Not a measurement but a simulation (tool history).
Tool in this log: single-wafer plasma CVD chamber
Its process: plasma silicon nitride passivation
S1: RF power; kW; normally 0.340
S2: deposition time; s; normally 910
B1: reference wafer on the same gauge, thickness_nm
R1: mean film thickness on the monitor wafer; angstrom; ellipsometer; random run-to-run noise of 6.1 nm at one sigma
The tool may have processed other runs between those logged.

{"run": 1, "hour": 0.0, "S1": 0.34, "S2": 910, "B1": 1260.421, "R1": 12538.44}
{"run": 2, "hour": 264.3, "S1": 0.34, "S2": 910, "B1": 1260.512, "R1": 12437.53}
{"run": 3, "hour": 305.1, "S1": 0.34, "S2": 910, "B1": 1260.748, "R1": 12412.33}
{"run": 4, "hour": 346.8, "S1": 0.34, "S2": 1025, "B1": 1260.027, "R1": 13972.07}
{"run": 5, "hour": 418.2, "S1": 0.34, "S2": 1025, "B1": 1259.312, "R1": 14062.22}
{"run": 6, "hour": 469.4, "S1": 0.37, "S2": 910, "B1": 1261.2, "R1": 12849.23}
{"run": 7, "hour": 521.1, "S1": 0.37, "S2": 910, "B1": 1260.349, "R1": 12733.48}
{"run": 8, "hour": 624.2, "S1": 0.34, "S2": 910, "B1": 1260.067, "R1": 12337.82}
{"run": 9, "hour": 707.1, "S1": 0.34, "S2": 910, "B1": 1261.547, "R1": 12327.41}
{"hour": 727.6, "done": "showerhead replaced"}
{"run": 10, "hour": 805.4, "S1": 0.34, "S2": 910, "B1": 1259.37, "R1": 12297.18}
{"run": 11, "hour": 842.9, "S1": 0.37, "S2": 761, "B1": 1259.089, "R1": 10648.6}
{"run": 12, "hour": 939.9, "S1": 0.365, "S2": 981, "B1": 1258.609, "R1": 13688.56}
{"run": 13, "hour": 1065.3, "S1": 0.34, "S2": 910, "B1": 1259.338, "R1": 12287.51}
{"run": 14, "hour": 1121.4, "S1": 0.3, "S2": 765, "B1": 1260.968, "R1": 9852.57}
{"hour": 1346.7, "done": "RF generator calibrated"}
{"run": 15, "hour": 1427.3, "S1": 0.34, "S2": 1055, "B1": 1260.242, "R1": 14653.68}
{"hour": 1472.1, "done": "gauge calibrated"}
{"run": 16, "hour": 1484.2, "S1": 0.37, "S2": 910, "B1": 1260.252, "R1": 13074.14}
{"run": 17, "hour": 1698.2, "S1": 0.34, "S2": 835, "B1": 1259.5, "R1": 11493.14}
{"run": 18, "hour": 1778.3, "S1": 0.34, "S2": 910, "B1": 1260.026, "R1": 12530.91}
{"run": 19, "hour": 1820.1, "S1": 0.275, "S2": 786, "B1": 1260.094, "R1": 10005.41}
{"run": 20, "hour": 1927.9, "S1": 0.395, "S2": 852, "B1": 1259.47, "R1": 12359.24}
{"run": 21, "hour": 1983.4, "S1": 0.34, "S2": 910, "B1": 1259.154, "R1": 12519.83}

Predict each of these 3 candidate next runs independently; none follows another, all start after run 21:
{"run": "A", "hour": 1984.1, "S1": 0.34, "S2": 910, "B1": "?", "R1": "?"}
{"run": "B", "hour": 1984.1, "S1": 0.375, "S2": 910, "B1": "?", "R1": "?"}
{"run": "C", "hour": 1984.1, "S1": 0.3, "S2": 798, "B1": "?", "R1": "?"}

run=A B1=1261.222 R1=12549.29
run=B B1=1261.222 R1=13002.55
run=C B1=1261.222 R1=10505.11
Without the tool's unlogged condition, the same runs would have read:
run=A R1=12641.10
run=B R1=13097.68
run=C R1=10581.97
